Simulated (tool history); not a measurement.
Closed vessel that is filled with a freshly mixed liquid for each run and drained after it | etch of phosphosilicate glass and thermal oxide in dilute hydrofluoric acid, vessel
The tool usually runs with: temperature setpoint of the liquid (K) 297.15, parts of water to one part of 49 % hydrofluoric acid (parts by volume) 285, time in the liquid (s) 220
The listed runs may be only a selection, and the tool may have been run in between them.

run,hour,temperature setpoint of the liquid (K),parts of water to one part of 49 % hydrofluoric acid (parts by volume),time in the liquid (s),"read-back film thickness of the phosphosilicate glass reference wafer, read on the same gauge (nm)","read-back film thickness of the thermal oxide reference wafer, read on the same gauge (nm)",thickness taken off the phosphosilicate glass on a monitor wafer (nm),thickness taken off the thermal oxide on a monitor wafer (nm)
1,0,300.65,285,220,140,110.038,59.99,3.247
2,45,297.15,285,220,139.99,110.026,53.78,2.866
3,152.6,297.15,285,220,139.99,109.979,54.17,2.873
4,188.1,297.15,285,220,139.99,109.963,54.05,2.917
5,221.2,293.65,285,300,140.01,110.02,64.96,3.497
6,247.2,297.15,205,220,139.99,109.964,82.39,4.438
7,333.8,297.15,285,165,139.98,109.952,40.98,2.217
8,395.1,297.15,285,260,140.01,109.999,64.85,3.454
# hour 413.1: gauge calibrated
9,425.9,294.65,240,290,140,110.008,83.38,4.417
# hour 464.9: thermometer replaced
10,487.6,297.15,365,220,140.01,109.989,36.75,1.941
11,659.4,297.15,230,100,140,109.987,30.56,1.647
12,708.1,297.15,285,220,139.98,110.027,52.35,2.783
13,749.1,297.15,245,105,140.01,110.022,30.02,1.601
# hour 751.3: hydrofluoric acid flow meter replaced
14,819.7,294.15,285,265,139.99,110.026,62.27,3.352
15,852.6,297.15,285,175,140.01,109.974,46.89,2.45
16,884,297.15,285,220,139.99,109.979,58.11,3.139
17,923.8,297.15,285,220,139.98,110.059,58.85,3.109
# hour 931.2: thermometer replaced
18,966.9,297.15,285,220,140.01,109.953,54.47,2.886
19,1026.2,297.15,285,220,140.01,110.012,54.69,2.939
20,1092.4,297.15,285,290,140,109.987,72.2,3.861
21,1158.3,297.15,285,220,140,109.974,55.02,2.957
22,1199.2,294.65,335,160,139.98,110,30.06,1.598
23,1245.2,297.15,285,220,140,109.963,55.25,2.953
24,1395.6,301.65,285,220,140.01,110.056,64.7,3.454
25,1426.8,299.65,325,320,140.01,110.008,73.35,3.957

Consider 4 possible next runs. They are alternatives, not a sequence: every one starts from the tool as it was left by run 25. What does each give?
A,1427.5,297.15,285,155,?,?,?,?
B,1427.5,300.15,250,220,?,?,?,?
C,1427.5,297.15,285,285,?,?,?,?
D,1427.5,297.15,375,340,?,?,?,?

run,"read-back film thickness of the phosphosilicate glass reference wafer, read on the same gauge (nm)","read-back film thickness of the thermal oxide reference wafer, read on the same gauge (nm)",thickness taken off the phosphosilicate glass on a monitor wafer (nm),thickness taken off the thermal oxide on a monitor wafer (nm)
A,140.02,110,39.14,2.121
B,140.02,110,72.84,3.947
C,140.02,110,71.96,3.899
D,140.02,110,59.47,3.223
Without the tool's unlogged condition, the same runs would have read:
run,thickness taken off the phosphosilicate glass on a monitor wafer (nm),thickness taken off the thermal oxide on a monitor wafer (nm)
A,38.58,2.09
B,71.84,3.893
C,70.93,3.844
D,59.05,3.2

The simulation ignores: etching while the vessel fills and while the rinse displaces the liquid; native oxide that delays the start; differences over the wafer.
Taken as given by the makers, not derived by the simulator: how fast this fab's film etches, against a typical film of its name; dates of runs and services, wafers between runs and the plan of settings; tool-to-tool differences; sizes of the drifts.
